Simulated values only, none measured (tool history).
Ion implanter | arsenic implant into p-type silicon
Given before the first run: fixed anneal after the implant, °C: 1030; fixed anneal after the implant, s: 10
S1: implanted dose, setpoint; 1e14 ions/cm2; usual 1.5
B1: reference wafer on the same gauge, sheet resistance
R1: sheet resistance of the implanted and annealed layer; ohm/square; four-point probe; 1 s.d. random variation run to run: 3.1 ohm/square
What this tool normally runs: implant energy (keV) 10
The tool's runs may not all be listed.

Run 1, hour 0: usual settings but S1 1.73 1e14 ions/cm2, implant energy (keV) 12.5; B1 486.22. Result: R1 496.41 ohm/square.
Run 2, hour 48.3: usual settings; B1 487.88. Result: R1 571.3 ohm/square.
Run 3, hour 139.8: usual settings; B1 486.92. Result: R1 572.3 ohm/square.
Run 4, hour 244.2: usual settings; B1 486.67. Result: R1 568.71 ohm/square.
Run 5, hour 351.2: usual settings; B1 486.62. Result: R1 576.28 ohm/square.
Run 6, hour 432.2: usual settings; B1 487.35. Result: R1 567.36 ohm/square.
Run 7, hour 472.2: usual settings; B1 486.75. Result: R1 567.63 ohm/square.
Run 8, hour 569.6: usual settings; B1 486.37. Result: R1 570.63 ohm/square.
Run 9, hour 608.4: usual settings; B1 487.44. Result: R1 575.24 ohm/square.
Run 10, hour 687.8: usual settings; B1 487.18. Result: R1 579.42 ohm/square.
At hour 739.6: extraction supply calibrated.
Run 11, hour 795.2: usual settings; B1 486.09. Result: R1 570.17 ohm/square.
Run 12, hour 851.3: usual settings; B1 487.49. Result: R1 570.65 ohm/square.
Run 13, hour 943.7: usual settings; B1 487.86. Result: R1 576.63 ohm/square.
At hour 1001.6: Faraday cup replaced and dose calibrated.
Run 14, hour 1113.7: usual settings but S1 1.72 1e14 ions/cm2; B1 487.14. Result: R1 527.84 ohm/square.
Run 15, hour 1167.5: usual settings but S1 1.72 1e14 ions/cm2; B1 486.18. Result: R1 529.32 ohm/square.
Run 16, hour 1204.9: usual settings but S1 1.78 1e14 ions/cm2; B1 486.57. Result: R1 516.47 ohm/square.
Run 17, hour 1294.6: usual settings but implant energy (keV) 12.5; B1 486.76. Result: R1 572.68 ohm/square.
At hour 1398.7: gauge calibrated.
Run 18, hour 1399.4: usual settings but S1 1.75 1e14 ions/cm2, implant energy (keV) 7.5; B1 487.13. Result: R1 543.33 ohm/square.
Run 19, hour 1456.9: usual settings but S1 1.17 1e14 ions/cm2; B1 486.1. Result: R1 714.38 ohm/square.
Run 20, hour 1555.7: usual settings but S1 1.81 1e14 ions/cm2, implant energy (keV) 11.5; B1 486.78. Result: R1 509.67 ohm/square.
Run 21, hour 1619.3: usual settings; B1 486.84. Result: R1 601.38 ohm/square.
Run 22, hour 1673.2: usual settings but S1 1.64 1e14 ions/cm2, implant energy (keV) 8.5; B1 486.94. Result: R1 567.08 ohm/square.
Run 23, hour 1758: usual settings but S1 1.09 1e14 ions/cm2; B1 486.33. Result: R1 760.82 ohm/square.
At hour 1818.6: Faraday cup replaced and dose calibrated, repeated, since the last time left the tool worse.
Run 24, hour 1885.5: usual settings; B1 487.74. Result: R1 564.92 ohm/square.
Run 25, hour 1984.5: usual settings but S1 1.81 1e14 ions/cm2; B1 486.87. Result: R1 488.19 ohm/square.
Run 26, hour 2071.1: usual settings but S1 1.35 1e14 ions/cm2, implant energy (keV) 7; B1 486.14. Result: R1 644.04 ohm/square.
Run 27, hour 2164.1: usual settings; B1 486.91. Result: R1 571.21 ohm/square.
Run 28, hour 2269.6: usual settings; B1 486.84. Result: R1 573.44 ohm/square.
Run 29, hour 2342.6: usual settings but S1 1.7 1e14 ions/cm2, implant energy (keV) 11.5; B1 487.29. Result: R1 508.75 ohm/square.
Run 30, hour 2419.5: usual settings but S1 1.13 1e14 ions/cm2, implant energy (keV) 7.5; B1 487.5. Result: R1 738.51 ohm/square.
Run 31, hour 2465.2: usual settings; B1 486.55. Result: R1 568.74 ohm/square.
Run 32, hour 2554.2: usual settings but S1 1.38 1e14 ions/cm2, implant energy (keV) 11.5; B1 485.94. Result: R1 603.19 ohm/square.
Run 33, hour 2604.5: usual settings; B1 486.56. Result: R1 570.95 ohm/square.
Run 34, hour 2664.2: usual settings but S1 1.37 1e14 ions/cm2, implant energy (keV) 7; B1 487.51. Result: R1 643.54 ohm/square.
Run 35, hour 2711.3: usual settings but S1 1.74 1e14 ions/cm2, implant energy (keV) 12.5; B1 486.28. Result: R1 501.43 ohm/square.
Run 36, hour 2858.7: usual settings but S1 1.93 1e14 ions/cm2, implant energy (keV) 11; B1 487.31. Result: R1 467.51 ohm/square.
At hour 2973.6: Faraday cup replaced and dose calibrated.
Run 37, hour 3067.1: usual settings but S1 1.32 1e14 ions/cm2, implant energy (keV) 7.5; B1 486.9. Result: R1 644.38 ohm/square.

Exercise: give the hidden state of the tool at every run:
deviation of the true energy from its setpoint, %: 0 on each run
gauge reads high (%): 0 on each run
H1: deviation of the true dose from the Faraday cup's reading, %
run       H1
  1  -0.0929
  2   -0.197
  3   -0.395
  4    -0.62
  5   -0.851
  6    -1.03
  7    -1.11
  8    -1.32
  9    -1.41
 10    -1.58
 11    -1.81
 12    -1.93
 13    -2.13
 14    -4.98
 15     -5.1
 16    -5.18
 17    -5.37
 18     -5.6
 19    -5.72
 20    -5.94
 21    -6.07
 22    -6.19
 23    -6.37
 24   -0.247
 25   -0.461
 26   -0.648
 27   -0.848
 28    -1.08
 29    -1.23
 30     -1.4
 31     -1.5
 32    -1.69
 33     -1.8
 34    -1.93
 35    -2.03
 36    -2.35
 37   -0.209
